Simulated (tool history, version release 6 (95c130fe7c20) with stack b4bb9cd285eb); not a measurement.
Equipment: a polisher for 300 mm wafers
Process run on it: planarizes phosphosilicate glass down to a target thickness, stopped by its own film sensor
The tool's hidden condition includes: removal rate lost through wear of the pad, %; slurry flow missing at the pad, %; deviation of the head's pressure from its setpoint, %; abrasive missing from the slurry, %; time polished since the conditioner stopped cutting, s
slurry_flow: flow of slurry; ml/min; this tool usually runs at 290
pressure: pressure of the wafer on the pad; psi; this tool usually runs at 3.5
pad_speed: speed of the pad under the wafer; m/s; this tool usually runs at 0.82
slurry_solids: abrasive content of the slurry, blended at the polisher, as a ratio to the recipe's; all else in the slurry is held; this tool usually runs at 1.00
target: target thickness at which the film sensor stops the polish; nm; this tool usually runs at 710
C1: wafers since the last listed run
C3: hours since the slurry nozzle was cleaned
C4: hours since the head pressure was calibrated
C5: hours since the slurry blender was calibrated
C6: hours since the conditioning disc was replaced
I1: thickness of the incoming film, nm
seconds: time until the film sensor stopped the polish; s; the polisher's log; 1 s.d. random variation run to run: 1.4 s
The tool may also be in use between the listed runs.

run 1 hour=0.0 | slurry_flow=290 pressure=3.5 pad_speed=0.70 slurry_solids=1.00 target=710 | C1=0 wafers_polished_on_this_pad=134 C3=262.7 C4=0.5 C5=102.0 C6=236.8 | I1=1365.5 | seconds=113.9
-- hour=51.6 slurry nozzle cleaned
run 2 hour=94.1 | slurry_flow=290 pressure=3.5 pad_speed=0.82 slurry_solids=1.00 target=710 | C1=1058 wafers_polished_on_this_pad=1192 C3=42.5 C4=94.6 C5=196.1 C6=330.9 | I1=1384.0 | seconds=104.2
-- hour=113.4 conditioning disc replaced and pad reconditioned
run 3 hour=127.3 | slurry_flow=290 pressure=3.5 pad_speed=0.82 slurry_solids=1.00 target=710 | C1=354 wafers_polished_on_this_pad=1547 C3=75.7 C4=127.8 C5=229.3 C6=13.9 | I1=1371.0 | seconds=106.0
-- hour=175.8 slurry blender recalibrated
run 4 hour=178.0 | slurry_flow=290 pressure=3.5 pad_speed=0.82 slurry_solids=1.00 target=710 | C1=553 wafers_polished_on_this_pad=2101 C3=126.4 C4=178.5 C5=2.2 C6=64.6 | I1=1388.2 | seconds=106.1
run 5 hour=232.3 | slurry_flow=290 pressure=3.5 pad_speed=0.82 slurry_solids=0.75 target=710 | C1=617 wafers_polished_on_this_pad=2718 C3=180.7 C4=232.8 C5=56.5 C6=118.9 | I1=1356.8 | seconds=122.0
run 6 hour=259.3 | slurry_flow=290 pressure=3.5 pad_speed=0.94 slurry_solids=1.00 target=710 | C1=306 wafers_polished_on_this_pad=3025 C3=207.7 C4=259.8 C5=83.5 C6=145.9 | I1=1367.3 | seconds=99.9
run 7 hour=289.1 | slurry_flow=290 pressure=3.5 pad_speed=0.94 slurry_solids=1.00 target=710 | C1=338 wafers_polished_on_this_pad=3363 C3=237.5 C4=289.6 C5=113.3 C6=175.7 | I1=1377.2 | seconds=106.1
-- hour=343.3 worn pad replaced by a new one
run 8 hour=351.9 | slurry_flow=290 pressure=3.5 pad_speed=0.82 slurry_solids=1.00 target=650 | C1=668 wafers_polished_on_this_pad=97 C3=300.3 C4=352.4 C5=176.1 C6=238.5 | I1=1401.0 | seconds=115.1
-- hour=366.5 slurry nozzle cleaned
-- hour=373.5 head pressure recalibrated
run 9 hour=411.6 | slurry_flow=290 pressure=3.5 pad_speed=0.82 slurry_solids=1.00 target=650 | C1=644 wafers_polished_on_this_pad=742 C3=45.1 C4=38.1 C5=235.8 C6=298.2 | I1=1380.3 | seconds=113.1
run 10 hour=445.4 | slurry_flow=290 pressure=3.5 pad_speed=0.82 slurry_solids=1.00 target=650 | C1=384 wafers_polished_on_this_pad=1126 C3=78.9 C4=71.9 C5=269.6 C6=332.0 | I1=1370.5 | seconds=112.1
-- hour=462.3 conditioning disc replaced and pad reconditioned
-- hour=510.1 slurry blender recalibrated
run 11 hour=511.6 | slurry_flow=290 pressure=3.5 pad_speed=0.82 slurry_solids=1.00 target=710 | C1=706 wafers_polished_on_this_pad=1833 C3=145.1 C4=138.1 C5=1.5 C6=49.3 | I1=1376.5 | seconds=107.3
run 12 hour=569.1 | slurry_flow=225 pressure=3.5 pad_speed=0.82 slurry_solids=1.10 target=623 | C1=653 wafers_polished_on_this_pad=2486 C3=202.6 C4=195.6 C5=59.0 C6=106.8 | I1=1368.7 | seconds=122.2
run 13 hour=610.7 | slurry_flow=290 pressure=3.5 pad_speed=0.82 slurry_solids=1.00 target=710 | C1=472 wafers_polished_on_this_pad=2959 C3=244.2 C4=237.2 C5=100.6 C6=148.4 | I1=1365.0 | seconds=108.3
run 14 hour=671.2 | slurry_flow=290 pressure=3.9 pad_speed=0.82 slurry_solids=1.25 target=710 | C1=687 wafers_polished_on_this_pad=3647 C3=304.7 C4=297.7 C5=161.1 C6=208.9 | I1=1380.0 | seconds=97.9
-- hour=711.4 worn pad replaced by a new one
-- hour=713.2 head pressure recalibrated
run 15 hour=715.6 | slurry_flow=290 pressure=3.5 pad_speed=0.82 slurry_solids=0.85 target=573 | C1=438 wafers_polished_on_this_pad=26 C3=349.1 C4=2.4 C5=205.5 C6=253.3 | I1=1355.4 | seconds=127.1
-- hour=736.7 slurry nozzle cleaned
-- hour=764.4 conditioning disc replaced and pad reconditioned
run 16 hour=784.7 | slurry_flow=365 pressure=3.5 pad_speed=0.58 slurry_solids=1.00 target=710 | C1=751 wafers_polished_on_this_pad=778 C3=48.0 C4=71.5 C5=274.6 C6=20.3 | I1=1357.7 | seconds=127.7
run 17 hour=823.4 | slurry_flow=290 pressure=4.6 pad_speed=0.98 slurry_solids=0.70 target=837 | C1=439 wafers_polished_on_this_pad=1217 C3=86.7 C4=110.2 C5=313.3 C6=59.0 | I1=1378.0 | seconds=64.2
-- hour=869.8 slurry blender recalibrated
run 18 hour=890.0 | slurry_flow=290 pressure=2.4 pad_speed=0.62 slurry_solids=1.00 target=710 | C1=734 wafers_polished_on_this_pad=1952 C3=153.3 C4=176.8 C5=20.2 C6=125.6 | I1=1378.6 | seconds=185.0
run 19 hour=914.7 | slurry_flow=290 pressure=3.0 pad_speed=0.96 slurry_solids=1.00 target=710 | C1=280 wafers_polished_on_this_pad=2232 C3=178.0 C4=201.5 C5=44.9 C6=150.3 | I1=1378.9 | seconds=108.0
run 20 hour=953.6 | slurry_flow=290 pressure=4.2 pad_speed=0.82 slurry_solids=1.00 target=710 | C1=442 wafers_polished_on_this_pad=2674 C3=216.9 C4=240.4 C5=83.8 C6=189.2 | I1=1409.7 | seconds=96.9
run 21 hour=1022.2 | slurry_flow=205 pressure=3.5 pad_speed=0.82 slurry_solids=1.00 target=597 | C1=779 wafers_polished_on_this_pad=3454 C3=285.5 C4=309.0 C5=152.4 C6=257.8 | I1=1376.6 | seconds=138.2
-- hour=1043.4 head pressure recalibrated
-- hour=1057.8 worn pad replaced by a new one
run 22 hour=1071.6 | slurry_flow=290 pressure=3.5 pad_speed=0.82 slurry_solids=1.00 target=710 | C1=493 wafers_polished_on_this_pad=157 C3=334.9 C4=28.2 C5=201.8 C6=307.2 | I1=1374.9 | seconds=101.5
-- hour=1089.9 conditioning disc replaced and pad reconditioned
-- hour=1091.2 slurry nozzle cleaned
run 23 hour=1135.0 | slurry_flow=360 pressure=3.5 pad_speed=0.58 slurry_solids=1.00 target=808 | C1=686 wafers_polished_on_this_pad=843 C3=43.8 C4=91.6 C5=265.2 C6=45.1 | I1=1404.2 | seconds=116.7
run 24 hour=1200.6 | slurry_flow=290 pressure=3.5 pad_speed=0.82 slurry_solids=1.00 target=710 | C1=745 wafers_polished_on_this_pad=1589 C3=109.4 C4=157.2 C5=330.8 C6=110.7 | I1=1395.6 | seconds=104.9
-- hour=1239.1 slurry blender recalibrated
run 25 hour=1257.4 | slurry_flow=360 pressure=3.5 pad_speed=0.82 slurry_solids=0.80 target=647 | C1=622 wafers_polished_on_this_pad=2212 C3=166.2 C4=214.0 C5=18.3 C6=167.5 | I1=1399.5 | seconds=129.0
-- hour=1378.5 head pressure recalibrated
run 26 hour=1417.3 | slurry_flow=290 pressure=3.5 pad_speed=0.70 slurry_solids=1.00 target=710 | C1=1794 wafers_polished_on_this_pad=4006 C3=326.1 C4=38.8 C5=178.2 C6=327.4 | I1=1354.0 | seconds=132.1

What if the next run were any one of these 3? Each begins from the tool's condition after run 26:
run A hour=1417.7 | slurry_flow=355 pressure=3.5 pad_speed=0.82 slurry_solids=1.00 target=710 | C1=4 wafers_polished_on_this_pad=4011 C3=326.5 C4=39.2 C5=178.6 C6=327.8 | I1=1375.1 | seconds=?
run B hour=1417.7 | slurry_flow=255 pressure=4.2 pad_speed=0.72 slurry_solids=1.00 target=710 | C1=4 wafers_polished_on_this_pad=4011 C3=326.5 C4=39.2 C5=178.6 C6=327.8 | I1=1375.1 | seconds=?
run C hour=1417.7 | slurry_flow=290 pressure=3.5 pad_speed=0.54 slurry_solids=0.90 target=710 | C1=4 wafers_polished_on_this_pad=4011 C3=326.5 C4=39.2 C5=178.6 C6=327.8 | I1=1375.1 | seconds=?

run=A seconds=120.0
run=B seconds=116.2
run=C seconds=178.5
Without the tool's unlogged condition, the same runs would have read:
run=A seconds=98.3
run=B seconds=95.2
run=C seconds=146.4
